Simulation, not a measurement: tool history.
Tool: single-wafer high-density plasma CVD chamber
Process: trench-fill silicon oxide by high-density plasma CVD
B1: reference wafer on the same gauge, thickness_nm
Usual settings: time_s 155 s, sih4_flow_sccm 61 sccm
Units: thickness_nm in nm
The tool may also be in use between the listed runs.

{"run": 1, "day": 0.0, "time_s": 155, "sih4_flow_sccm": 61, "B1": 819.488, "thickness_nm": 839.596}
{"run": 2, "day": 1.012, "time_s": 155, "sih4_flow_sccm": 61, "B1": 819.327, "thickness_nm": 834.932}
{"run": 3, "day": 3.142, "time_s": 155, "sih4_flow_sccm": 61, "B1": 818.378, "thickness_nm": 835.327}
{"run": 4, "day": 5.808, "time_s": 155, "sih4_flow_sccm": 61, "B1": 819.376, "thickness_nm": 833.117}
{"run": 5, "day": 8.258, "time_s": 155, "sih4_flow_sccm": 58, "B1": 818.668, "thickness_nm": 795.549}
{"run": 6, "day": 10.654, "time_s": 155, "sih4_flow_sccm": 58, "B1": 818.911, "thickness_nm": 793}
{"run": 7, "day": 12.842, "time_s": 155, "sih4_flow_sccm": 58, "B1": 819.033, "thickness_nm": 790.687}
{"run": 8, "day": 14.833, "time_s": 134, "sih4_flow_sccm": 61, "B1": 817.699, "thickness_nm": 718.37}
{"run": 9, "day": 16.367, "time_s": 155, "sih4_flow_sccm": 61, "B1": 819.886, "thickness_nm": 828.426}
{"run": 10, "day": 17.638, "time_s": 155, "sih4_flow_sccm": 61, "B1": 818.497, "thickness_nm": 828.867}
{"run": 11, "day": 20.45, "time_s": 155, "sih4_flow_sccm": 61, "B1": 820.232, "thickness_nm": 826.274}
{"run": 12, "day": 22.892, "time_s": 155, "sih4_flow_sccm": 67, "B1": 819.209, "thickness_nm": 908.696}
{"run": 13, "day": 25.15, "time_s": 155, "sih4_flow_sccm": 61, "B1": 819.005, "thickness_nm": 826.269}
{"run": 14, "day": 28.738, "time_s": 155, "sih4_flow_sccm": 61, "B1": 819.25, "thickness_nm": 823.471}
{"run": 15, "day": 30.6, "time_s": 155, "sih4_flow_sccm": 61, "B1": 820.277, "thickness_nm": 824.109}
{"run": 16, "day": 31.612, "time_s": 144, "sih4_flow_sccm": 67, "B1": 818.298, "thickness_nm": 839.298}
{"run": 17, "day": 32.983, "time_s": 144, "sih4_flow_sccm": 71, "B1": 818.747, "thickness_nm": 890.116}
{"run": 18, "day": 34.408, "time_s": 129, "sih4_flow_sccm": 52, "B1": 818.765, "thickness_nm": 617.971}
{"run": 19, "day": 35.338, "time_s": 135, "sih4_flow_sccm": 49, "B1": 819.576, "thickness_nm": 609.511}
{"run": 20, "day": 36.912, "time_s": 142, "sih4_flow_sccm": 51, "B1": 819.573, "thickness_nm": 668.119}
{"run": 21, "day": 39.621, "time_s": 178, "sih4_flow_sccm": 49, "B1": 819.728, "thickness_nm": 807.414}
{"run": 22, "day": 41.329, "time_s": 146, "sih4_flow_sccm": 49, "B1": 819.501, "thickness_nm": 657.743}
{"run": 23, "day": 42.929, "time_s": 129, "sih4_flow_sccm": 52, "B1": 818.826, "thickness_nm": 617.59}
{"run": 24, "day": 45.338, "time_s": 126, "sih4_flow_sccm": 61, "B1": 819.32, "thickness_nm": 706.6}
{"run": 25, "day": 47.492, "time_s": 155, "sih4_flow_sccm": 61, "B1": 819.275, "thickness_nm": 873.472}
{"run": 26, "day": 50.129, "time_s": 165, "sih4_flow_sccm": 69, "B1": 819.892, "thickness_nm": 1047.787}
{"run": 27, "day": 54.546, "time_s": 155, "sih4_flow_sccm": 61, "B1": 818.816, "thickness_nm": 867.015}
{"run": 28, "day": 56.204, "time_s": 129, "sih4_flow_sccm": 55, "B1": 818.628, "thickness_nm": 652.286}
{"run": 29, "day": 57.817, "time_s": 172, "sih4_flow_sccm": 54, "B1": 819.357, "thickness_nm": 852.663}

Put back what was entered between runs (3 entries, withheld): which listed runs does each sit between, and how does the hidden state differ from the listed run before to the listed run after?
Runs 8 to 9: gauge calibrated (day 15.746)
  delivered silane flow above the setpoint (%): -4.48 -> -4.56
  measured value less the no-hidden-state value, thickness_nm: -33.664 -> -39.55 nm
Runs 17 to 18: silane flow controller replaced (day 34.388)
  delivered silane flow above the setpoint (%): -5.46 -> -0.0337
  measured value less the no-hidden-state value, thickness_nm: -51.456 -> -0.209 nm
Runs 23 to 24: gauge calibrated (day 44.183)
  delivered silane flow above the setpoint (%): -0.0433 -> -0.0494
  measured value less the no-hidden-state value, thickness_nm: -0.267 -> -0.349 nm
